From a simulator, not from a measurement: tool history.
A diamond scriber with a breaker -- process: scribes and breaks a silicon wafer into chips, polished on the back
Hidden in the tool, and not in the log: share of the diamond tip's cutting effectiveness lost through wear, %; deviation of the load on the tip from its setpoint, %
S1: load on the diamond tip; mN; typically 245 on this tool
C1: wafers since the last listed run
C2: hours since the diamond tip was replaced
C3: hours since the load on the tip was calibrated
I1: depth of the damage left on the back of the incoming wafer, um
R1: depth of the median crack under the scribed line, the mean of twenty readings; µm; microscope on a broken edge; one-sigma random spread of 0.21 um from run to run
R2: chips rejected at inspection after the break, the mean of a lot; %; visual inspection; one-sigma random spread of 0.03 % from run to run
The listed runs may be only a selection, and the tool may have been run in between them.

Run 1, hour 0.0: usual settings; C1 0; C2 29.6; C3 989.0; I1 0.03. Result: R1 14.35 µm, R2 1.77 %.
At hour 70.9: load on the tip recalibrated.
Run 2, hour 105.8: usual settings; C1 227; C2 135.4; C3 34.9; I1 0.02. Result: R1 11.95 µm, R2 1.35 %.
Run 3, hour 196.6: usual settings but S1 228 mN; C1 198; C2 226.2; C3 125.7; I1 0.05. Result: R1 11.13 µm, R2 3.25 %.
Run 4, hour 278.6: usual settings but S1 228 mN; C1 179; C2 308.2; C3 207.7; I1 0.04. Result: R1 10.99 µm, R2 3.96 %.
Run 5, hour 377.7: usual settings but S1 228 mN; C1 216; C2 407.3; C3 306.8; I1 0.04. Result: R1 10.31 µm, R2 5.63 %.
Run 6, hour 446.2: usual settings but S1 266 mN; C1 149; C2 475.8; C3 375.3; I1 0.05. Result: R1 12.20 µm, R2 1.29 %.
Run 7, hour 515.4: usual settings but S1 266 mN; C1 151; C2 545.0; C3 444.5; I1 0.01. Result: R1 11.68 µm, R2 2.18 %.
At hour 532.9: diamond tip replaced by a new one.
Run 8, hour 552.7: usual settings; C1 77; C2 19.8; C3 481.8; I1 0.01. Result: R1 13.42 µm, R2 1.27 %.
Run 9, hour 639.1: usual settings; C1 188; C2 106.2; C3 568.2; I1 0.04. Result: R1 13.65 µm, R2 0.90 %.
Run 10, hour 706.5: usual settings but S1 280 mN; C1 147; C2 173.6; C3 635.6; I1 0.03. Result: R1 14.67 µm, R2 3.14 %.
Run 11, hour 788.2: usual settings but S1 280 mN; C1 178; C2 255.3; C3 717.3; I1 0.03. Result: R1 14.36 µm, R2 2.17 %.
Run 12, hour 894.4: usual settings but S1 280 mN; C1 232; C2 361.5; C3 823.5; I1 0.04. Result: R1 13.19 µm, R2 1.15 %.
Run 13, hour 972.2: usual settings but S1 226 mN; C1 170; C2 439.3; C3 901.3; I1 0.02. Result: R1 11.00 µm, R2 4.01 %.
At hour 974.6: load on the tip recalibrated.
At hour 1012.7: diamond tip replaced by a new one.
Run 14, hour 1057.9: usual settings but S1 226 mN; C1 178; C2 45.2; C3 83.3; I1 0.05. Result: R1 12.11 µm, R2 1.68 %.
Run 15, hour 1162.1: usual settings but S1 226 mN; C1 227; C2 149.4; C3 187.5; I1 0.02. Result: R1 11.79 µm, R2 1.85 %.
Run 16, hour 1224.8: usual settings but S1 278 mN; C1 137; C2 212.1; C3 250.2; I1 0.01. Result: R1 14.41 µm, R2 1.48 %.
Run 17, hour 1354.5: usual settings but S1 178 mN; C1 283; C2 341.8; C3 379.9; I1 0.02. Result: R1 9.11 µm, R2 17.93 %.
Run 18, hour 1426.7: usual settings but S1 287 mN; C1 157; C2 414.0; C3 452.1; I1 0.04. Result: R1 13.24 µm, R2 0.98 %.
At hour 1442.7: diamond tip replaced by a new one.
Run 19, hour 1511.1: usual settings but S1 175 mN; C1 180; C2 68.4; C3 536.5; I1 0.05. Result: R1 9.93 µm, R2 10.45 %.
Run 20, hour 1582.8: usual settings but S1 200 mN; C1 156; C2 140.1; C3 608.2; I1 0.03. Result: R1 10.49 µm, R2 4.75 %.
Run 21, hour 1674.2: usual settings but S1 220 mN; C1 199; C2 231.5; C3 699.6; I1 0.04. Result: R1 11.39 µm, R2 2.30 %.
Run 22, hour 1741.2: usual settings; C1 146; C2 298.5; C3 766.6; I1 0.03. Result: R1 12.64 µm, R2 0.90 %.
At hour 1827.0: load on the tip recalibrated.
Run 23, hour 1842.9: usual settings; C1 218; C2 400.2; C3 15.9; I1 0.04. Result: R1 10.78 µm, R2 4.24 %.
Run 24, hour 1901.9: usual settings but S1 305 mN; C1 129; C2 459.2; C3 74.9; I1 0.01. Result: R1 12.91 µm, R2 0.69 %.
At hour 1917.5: diamond tip replaced by a new one.
Run 25, hour 1956.1: usual settings but S1 272 mN; C1 114; C2 38.6; C3 129.1; I1 0.04. Result: R1 13.67 µm, R2 2.14 %.
Run 26, hour 2033.6: usual settings but S1 273 mN; C1 169; C2 116.1; C3 206.6; I1 0.05. Result: R1 13.95 µm, R2 1.79 %.
Run 27, hour 2116.0: usual settings but S1 180 mN; C1 180; C2 198.5; C3 289.0; I1 0.01. Result: R1 9.46 µm, R2 13.48 %.
Run 28, hour 2222.4: usual settings but S1 307 mN; C1 232; C2 304.9; C3 395.4; I1 0.02. Result: R1 14.27 µm, R2 3.54 %.
Run 29, hour 2328.8: usual settings but S1 303 mN; C1 232; C2 411.3; C3 501.8; I1 0.03. Result: R1 14.12 µm, R2 1.88 %.
At hour 2348.9: diamond tip replaced by a new one.
Run 30, hour 2366.9: usual settings; C1 78; C2 18.0; C3 539.9; I1 0.04. Result: R1 13.67 µm, R2 0.92 %.
Run 31, hour 2423.8: usual settings but S1 216 mN; C1 124; C2 74.9; C3 596.8; I1 0.04. Result: R1 11.99 µm, R2 1.75 %.
Run 32, hour 2471.7: usual settings but S1 308 mN; C1 104; C2 122.8; C3 644.7; I1 0.05. Result: R1 15.56 µm, R2 6.93 %.

Some steps in R1, run to run, broken into two amounts with sign: the step expected even without the hidden condition (settings, incoming material, random variation), and the rest, left for the hidden condition together with whatever gauge scatter is not in both the measured and the hidden-condition-free result:
Run 1 -> 2: load on the tip recalibrated. R1 -2.40 µm: hidden state -2.04, all else -0.36.
Run 7 -> 8: S1 266 -> 245, diamond tip replaced by a new one. R1 +1.74 µm: hidden state +2.91, all else -1.17.
Run 16 -> 17: S1 278 -> 178. R1 -5.30 µm: hidden state -0.14, all else -5.16.
Run 24 -> 25: S1 305 -> 272, diamond tip replaced by a new one. R1 +0.76 µm: hidden state +2.46, all else -1.70.
Run 26 -> 27: S1 273 -> 180. R1 -4.49 µm: hidden state -0.15, all else -4.34.
Run 27 -> 28: S1 180 -> 307. R1 +4.81 µm: hidden state -0.53, all else +5.34.
